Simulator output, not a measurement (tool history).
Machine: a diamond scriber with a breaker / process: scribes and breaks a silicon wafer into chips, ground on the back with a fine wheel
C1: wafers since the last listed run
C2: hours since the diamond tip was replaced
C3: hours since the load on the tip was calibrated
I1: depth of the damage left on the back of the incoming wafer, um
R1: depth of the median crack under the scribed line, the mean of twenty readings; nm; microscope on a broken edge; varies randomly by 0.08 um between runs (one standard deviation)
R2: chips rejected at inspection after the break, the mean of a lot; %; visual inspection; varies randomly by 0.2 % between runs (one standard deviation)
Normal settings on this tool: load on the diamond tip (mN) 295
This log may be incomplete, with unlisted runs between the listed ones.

run 1 day=0 | load_on_the_diamond_tip_(mN)=295 | C1=0 C2=561 C3=1341.4 | I1=2.46 | R1=9850 R2=3.85
run 2 day=2.329 | load_on_the_diamond_tip_(mN)=295 | C1=139 C2=616.9 C3=1397.3 | I1=1.81 | R1=9820 R2=3.18
run 3 day=4.229 | load_on_the_diamond_tip_(mN)=361 | C1=113 C2=662.5 C3=1442.9 | I1=1.9 | R1=11400 R2=16.54
run 4 day=6.062 | load_on_the_diamond_tip_(mN)=361 | C1=109 C2=706.5 C3=1486.9 | I1=2.55 | R1=11440 R2=17.23
run 5 day=7.654 | load_on_the_diamond_tip_(mN)=295 | C1=95 C2=744.7 C3=1525.1 | I1=1.99 | R1=9730 R2=2.56
run 6 day=8.854 | load_on_the_diamond_tip_(mN)=295 | C1=71 C2=773.5 C3=1553.9 | I1=2.03 | R1=9860 R2=2.43
run 7 day=11.675 | load_on_the_diamond_tip_(mN)=295 | C1=168 C2=841.2 C3=1621.6 | I1=2.36 | R1=9690 R2=2.91
run 8 day=13.279 | load_on_the_diamond_tip_(mN)=295 | C1=95 C2=879.7 C3=1660.1 | I1=1.99 | R1=9550 R2=2.45
run 9 day=14.304 | load_on_the_diamond_tip_(mN)=354 | C1=61 C2=904.3 C3=1684.7 | I1=2.86 | R1=11030 R2=12.58
run 10 day=16.154 | load_on_the_diamond_tip_(mN)=225 | C1=110 C2=948.7 C3=1729.1 | I1=1.66 | R1=7670 R2=18.61
-- day=16.429 diamond tip replaced by a new one
run 11 day=17.846 | load_on_the_diamond_tip_(mN)=342 | C1=96 C2=34 C3=1769.7 | I1=1.76 | R1=11840 R2=20.02
run 12 day=18.929 | load_on_the_diamond_tip_(mN)=342 | C1=64 C2=60 C3=1795.7 | I1=2.21 | R1=11800 R2=19.09
-- day=19.167 load on the tip recalibrated
run 13 day=21.7 | load_on_the_diamond_tip_(mN)=231 | C1=160 C2=126.5 C3=60.8 | I1=2.15 | R1=7640 R2=22.08
run 14 day=23.996 | load_on_the_diamond_tip_(mN)=325 | C1=137 C2=181.6 C3=115.9 | I1=2.48 | R1=10010 R2=4.05
run 15 day=26.871 | load_on_the_diamond_tip_(mN)=261 | C1=172 C2=250.6 C3=184.9 | I1=2.87 | R1=8370 R2=10.14
run 16 day=29.017 | load_on_the_diamond_tip_(mN)=250 | C1=128 C2=302.1 C3=236.4 | I1=1.67 | R1=8290 R2=9.89
run 17 day=30.142 | load_on_the_diamond_tip_(mN)=295 | C1=67 C2=329.1 C3=263.4 | I1=1.75 | R1=9350 R2=1.97

Predict each of these 3 candidate next runs independently; none follows another, all start after run 17:
run A day=30.167 | load_on_the_diamond_tip_(mN)=295 | C1=1 C2=329.7 C3=264 | I1=2.01 | R1=? R2=?
run B day=30.167 | load_on_the_diamond_tip_(mN)=320 | C1=1 C2=329.7 C3=264 | I1=2.01 | R1=? R2=?
run C day=30.167 | load_on_the_diamond_tip_(mN)=338 | C1=1 C2=329.7 C3=264 | I1=2.01 | R1=? R2=?

run=A R1=9370 R2=2.41
run=B R1=9970 R2=3.38
run=C R1=10400 R2=5.99
What these runs would have given with no unlogged condition in the tool:
run=A R1=9470 R2=2.31
run=B R1=10080 R2=3.93
run=C R1=10510 R2=6.96

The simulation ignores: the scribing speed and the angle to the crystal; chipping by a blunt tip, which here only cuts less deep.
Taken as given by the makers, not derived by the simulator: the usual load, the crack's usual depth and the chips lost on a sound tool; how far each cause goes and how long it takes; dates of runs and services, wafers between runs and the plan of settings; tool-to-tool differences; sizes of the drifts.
